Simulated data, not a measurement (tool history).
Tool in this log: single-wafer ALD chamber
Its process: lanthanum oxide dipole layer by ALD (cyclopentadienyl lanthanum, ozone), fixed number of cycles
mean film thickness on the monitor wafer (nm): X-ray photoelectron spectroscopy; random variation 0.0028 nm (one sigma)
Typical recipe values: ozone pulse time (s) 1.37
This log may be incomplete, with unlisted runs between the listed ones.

run    hour  ozone pulse time (s)  read-back reference wafer on the same gauge, thickness_nm  mean film thickness on the monitor wafer (nm)
  1     0.0                  1.65                                                      0.634                                          0.548
  2    78.3                  1.65                                                      0.634                                          0.546
  3   143.6                  1.65                                                      0.634                                          0.553
  4   189.9                  1.37                                                      0.632                                          0.517
  5   234.6                  1.37                                                      0.634                                          0.522
  6   328.0                  1.37                                                      0.634                                          0.518
  7   375.0                  1.76                                                      0.633                                          0.551
  8   474.5                  1.76                                                      0.633                                          0.552
  9   573.3                  1.37                                                      0.633                                          0.513
 10   623.3                  1.37                                                      0.633                                          0.518
      670.9  -- thermocouple changed; heater temperature recalibrated
 11   730.0                  1.37                                                      0.633                                          0.510
 12   788.5                  1.37                                                      0.634                                          0.502
      828.1  -- ozone generator serviced
 13   896.1                  1.37                                                      0.633                                          0.525
 14   989.8                  1.37                                                      0.633                                          0.533
 15  1071.2                  1.64                                                      0.633                                          0.548
 16  1157.9                  1.90                                                      0.632                                          0.555
 17  1258.5                  1.91                                                      0.633                                          0.556
     1288.8  -- showerhead replaced
 18  1304.3                  1.68                                                      0.632                                          0.557
 19  1358.2                  1.52                                                      0.633                                          0.540
 20  1407.8                  1.16                                                      0.633                                          0.482
 21  1467.2                  1.07                                                      0.632                                          0.453
     1504.8  -- gauge calibrated
 22  1547.7                  1.65                                                      0.633                                          0.546
 23  1627.6                  1.61                                                      0.632                                          0.545
 24  1718.5                  1.37                                                      0.633                                          0.516
 25  1801.9                  1.06                                                      0.633                                          0.434
 26  1878.7                  1.37                                                      0.633                                          0.507
 27  1981.1                  1.08                                                      0.634                                          0.425
 28  2065.9                  1.80                                                      0.633                                          0.548

Each row is a separate what-if for the run after 28, all from the same tool condition, not one after another. Results?
  A  2066.3                  1.19                                                          ?                                              ?
  B  2066.3                  0.86                                                          ?                                              ?
  C  2066.3                  1.10                                                          ?                                              ?
  D  2066.3                  1.62                                                          ?                                              ?
  E  2066.3                  1.59                                                          ?                                              ?

run  read-back reference wafer on the same gauge, thickness_nm  mean film thickness on the monitor wafer (nm)
  A                                                      0.633                                          0.459
  B                                                      0.633                                          0.309
  C                                                      0.633                                          0.430
  D                                                      0.633                                          0.532
  E                                                      0.633                                          0.529
The same runs, with their run-to-run variation unchanged, on a tool lacking any hidden condition would have given:
run  mean film thickness on the monitor wafer (nm)
  A                                          0.498
  B                                          0.359
  C                                          0.474
  D                                          0.550
  E                                          0.548
